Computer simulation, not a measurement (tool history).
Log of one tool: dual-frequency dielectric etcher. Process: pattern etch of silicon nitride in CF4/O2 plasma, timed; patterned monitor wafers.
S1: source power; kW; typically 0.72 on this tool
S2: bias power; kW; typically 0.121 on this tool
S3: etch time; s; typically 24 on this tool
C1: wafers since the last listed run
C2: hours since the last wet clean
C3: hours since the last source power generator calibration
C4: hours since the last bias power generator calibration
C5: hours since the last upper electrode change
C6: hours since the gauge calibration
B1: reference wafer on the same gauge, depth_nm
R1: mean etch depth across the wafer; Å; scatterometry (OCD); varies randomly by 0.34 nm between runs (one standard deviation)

Run 1, hour 0: usual settings but S2 0.104 kW, S3 27.5 s; C1 0; C2 380.8; C3 1664; C4 4018.5; C5 2389.8; C6 775.6; B1 70.8. Result: R1 656 Å.
Run 2, hour 16.3: usual settings but S2 0.104 kW, S3 27.5 s; C1 367; C2 397.1; C3 1680.3; C4 4034.8; C5 2406.1; C6 791.9; B1 71. Result: R1 662 Å.
Run 3, hour 41.2: usual settings but S2 0.104 kW, S3 27.5 s; C1 561; C2 422; C3 1705.2; C4 4059.7; C5 2431; C6 816.8; B1 71. Result: R1 663 Å.
Run 4, hour 57.3: usual settings; C1 362; C2 438.1; C3 1721.3; C4 4075.8; C5 2447.1; C6 832.9; B1 71.1. Result: R1 599 Å.
At hour 108.2: upper electrode replaced.
Run 5, hour 108.7: usual settings; C1 617; C2 489.5; C3 1772.7; C4 4127.2; C5 0.5; C6 884.3; B1 70.6. Result: R1 607 Å.
Run 6, hour 166.3: usual settings but S2 0.128 kW; C1 1298; C2 547.1; C3 1830.3; C4 4184.8; C5 58.1; C6 941.9; B1 70.6. Result: R1 615 Å.
At hour 213: wet clean of the chamber.
Run 7, hour 213.5: usual settings but S1 0.78 kW; C1 522; C2 0.5; C3 1877.5; C4 4232; C5 105.3; C6 989.1; B1 70.7. Result: R1 651 Å.
Run 8, hour 221.9: usual settings but S1 0.78 kW; C1 189; C2 8.9; C3 1885.9; C4 4240.4; C5 113.7; C6 997.5; B1 70.5. Result: R1 649 Å.
Run 9, hour 239: usual settings but S1 0.78 kW; C1 385; C2 26; C3 1903; C4 4257.5; C5 130.8; C6 1014.6; B1 70.4. Result: R1 651 Å.
Run 10, hour 258.3: usual settings but S1 0.77 kW, S2 0.135 kW; C1 434; C2 45.3; C3 1922.3; C4 4276.8; C5 150.1; C6 1033.9; B1 70.3. Result: R1 670 Å.
Run 11, hour 292.6: usual settings; C1 772; C2 79.6; C3 1956.6; C4 4311.1; C5 184.4; C6 1068.2; B1 70.4. Result: R1 594 Å.
At hour 318: source power generator calibrated.
Run 12, hour 322.7: usual settings but S1 0.85 kW, S2 0.106 kW; C1 588; C2 109.7; C3 4.7; C4 4341.2; C5 214.5; C6 1098.3; B1 70.2. Result: R1 663 Å.
At hour 333.6: gauge calibrated.
Run 13, hour 343.1: usual settings but S3 17.5 s; C1 459; C2 130.1; C3 25.1; C4 4361.6; C5 234.9; C6 9.5; B1 72.5. Result: R1 449 Å.
Run 14, hour 369.3: usual settings but S2 0.104 kW, S3 27.5 s; C1 590; C2 156.3; C3 51.3; C4 4387.8; C5 261.1; C6 35.7; B1 72.4. Result: R1 676 Å.
At hour 393.8: bias power generator calibrated.
Run 15, hour 400.4: usual settings; C1 610; C2 187.4; C3 82.4; C4 6.6; C5 292.2; C6 66.8; B1 72.2. Result: R1 611 Å.
Run 16, hour 415.5: usual settings but S3 30.5 s; C1 340; C2 202.5; C3 97.5; C4 21.7; C5 307.3; C6 81.9; B1 72.4. Result: R1 786 Å.
Run 17, hour 430.2: usual settings; C1 331; C2 217.2; C3 112.2; C4 36.4; C5 322; C6 96.6; B1 72.3. Result: R1 618 Å.
Run 18, hour 443.3: usual settings but S1 0.55 kW, S2 0.14 kW, S3 17 s; C1 295; C2 230.3; C3 125.3; C4 49.5; C5 335.1; C6 109.7; B1 72.1. Result: R1 358 Å.
Run 19, hour 470.5: usual settings but S1 0.67 kW; C1 612; C2 257.5; C3 152.5; C4 76.7; C5 362.3; C6 136.9; B1 72.4. Result: R1 574 Å.
Run 20, hour 506.2: usual settings but S1 0.78 kW, S2 0.136 kW, S3 30 s; C1 804; C2 293.2; C3 188.2; C4 112.4; C5 398; C6 172.6; B1 72.2. Result: R1 862 Å.
Run 21, hour 526.4: usual settings; C1 455; C2 313.4; C3 208.4; C4 132.6; C5 418.2; C6 192.8; B1 72.2. Result: R1 620 Å.
Run 22, hour 559.7: usual settings but S1 0.77 kW; C1 750; C2 346.7; C3 241.7; C4 165.9; C5 451.5; C6 226.1; B1 72.1. Result: R1 657 Å.
Run 23, hour 575.6: usual settings but S1 0.89 kW, S2 0.099 kW, S3 30 s; C1 358; C2 362.6; C3 257.6; C4 181.8; C5 467.4; C6 242; B1 72. Result: R1 865 Å.
Run 24, hour 592.1: usual settings but S1 0.63 kW, S3 28.5 s; C1 371; C2 379.1; C3 274.1; C4 198.3; C5 483.9; C6 258.5; B1 72.1. Result: R1 650 Å.
Run 25, hour 624.1: usual settings but S2 0.11 kW; C1 721; C2 411.1; C3 306.1; C4 230.3; C5 515.9; C6 290.5; B1 71.9. Result: R1 592 Å.
Run 26, hour 640.7: usual settings but S3 29 s; C1 374; C2 427.7; C3 322.7; C4 246.9; C5 532.5; C6 307.1; B1 72. Result: R1 737 Å.
Run 27, hour 672: usual settings but S2 0.146 kW; C1 705; C2 459; C3 354; C4 278.2; C5 563.8; C6 338.4; B1 72.1. Result: R1 660 Å.
Run 28, hour 702: usual settings but S2 0.144 kW, S3 31 s; C1 676; C2 489; C3 384; C4 308.2; C5 593.8; C6 368.4; B1 72.1. Result: R1 832 Å.
Run 29, hour 730.8: usual settings but S1 0.81 kW, S2 0.137 kW, S3 30.5 s; C1 649; C2 517.8; C3 412.8; C4 337; C5 622.6; C6 397.2; B1 71.6. Result: R1 911 Å.
At hour 756.2: wet clean of the chamber.
Run 30, hour 756.7: usual settings but S1 0.87 kW, S2 0.113 kW; C1 42; C2 0.5; C3 438.7; C4 362.9; C5 648.5; C6 423.1; B1 71.6. Result: R1 710 Å.
Run 31, hour 769.7: usual settings; C1 292; C2 13.5; C3 451.7; C4 375.9; C5 661.5; C6 436.1; B1 71.7. Result: R1 615 Å.

Alternative continuations, all from the tool just after run 31; predict every row:
Run A, hour 770.1: usual settings; C1 9; C2 13.9; C3 452.1; C4 376.3; C5 661.9; C6 436.5; B1 ?. Result: R1 ?.
Run B, hour 770.1: usual settings but S3 27 s; C1 9; C2 13.9; C3 452.1; C4 376.3; C5 661.9; C6 436.5; B1 ?. Result: R1 ?.
Run C, hour 770.1: usual settings but S1 0.9 kW, S2 0.108 kW; C1 9; C2 13.9; C3 452.1; C4 376.3; C5 661.9; C6 436.5; B1 ?. Result: R1 ?.

run    B1   R1
  A  71.6  606
  B  71.6  682
  C  71.6  716
Had the tool no hidden state, the same runs would have come out as:
run   R1
  A  612
  B  688
  C  723
